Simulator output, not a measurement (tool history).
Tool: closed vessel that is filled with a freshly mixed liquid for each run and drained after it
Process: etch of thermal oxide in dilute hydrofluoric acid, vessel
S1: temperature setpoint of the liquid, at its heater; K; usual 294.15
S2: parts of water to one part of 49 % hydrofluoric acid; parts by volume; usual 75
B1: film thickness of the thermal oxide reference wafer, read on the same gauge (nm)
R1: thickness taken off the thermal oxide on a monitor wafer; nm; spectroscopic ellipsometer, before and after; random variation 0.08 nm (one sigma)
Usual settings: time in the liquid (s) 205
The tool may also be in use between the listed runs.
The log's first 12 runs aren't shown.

{"run": 13, "day": 34.388, "S1": 290.15, "S2": 60, "time in the liquid (s)": 205, "B1": 139.98, "R1": 14.08}
{"run": 14, "day": 36.488, "S1": 294.15, "S2": 55, "time in the liquid (s)": 155, "B1": 140.04, "R1": 13.68}
{"run": 15, "day": 38.983, "S1": 290.65, "S2": 75, "time in the liquid (s)": 90, "B1": 140.0, "R1": 4.94}
{"run": 16, "day": 40.938, "S1": 294.15, "S2": 75, "time in the liquid (s)": 205, "B1": 140.04, "R1": 13.18}
{"run": 17, "day": 42.475, "S1": 290.65, "S2": 60, "time in the liquid (s)": 115, "B1": 140.02, "R1": 8.07}
{"run": 18, "day": 46.058, "S1": 294.15, "S2": 75, "time in the liquid (s)": 205, "B1": 140.03, "R1": 13.01}
{"day": 48.254, "done": "hydrofluoric acid flow meter replaced"}
{"run": 19, "day": 49.5, "S1": 294.15, "S2": 75, "time in the liquid (s)": 205, "B1": 140.02, "R1": 12.93}
{"run": 20, "day": 51.258, "S1": 294.15, "S2": 75, "time in the liquid (s)": 205, "B1": 139.99, "R1": 12.95}
{"day": 53.629, "done": "thermometer replaced"}
{"run": 21, "day": 54.788, "S1": 296.65, "S2": 40, "time in the liquid (s)": 120, "B1": 139.99, "R1": 16.6}
{"run": 22, "day": 57.854, "S1": 290.15, "S2": 95, "time in the liquid (s)": 260, "B1": 139.98, "R1": 10.8}

Run 23 comes next. What will it give?
{"run": 23, "day": 60.092, "S1": 294.15, "S2": 75, "time in the liquid (s)": 95, "B1": "?", "R1": "?"}

B1: 139.99
R1: 6.02 nm
Without the tool's hidden state the same run would have given R1 6.02 nm.
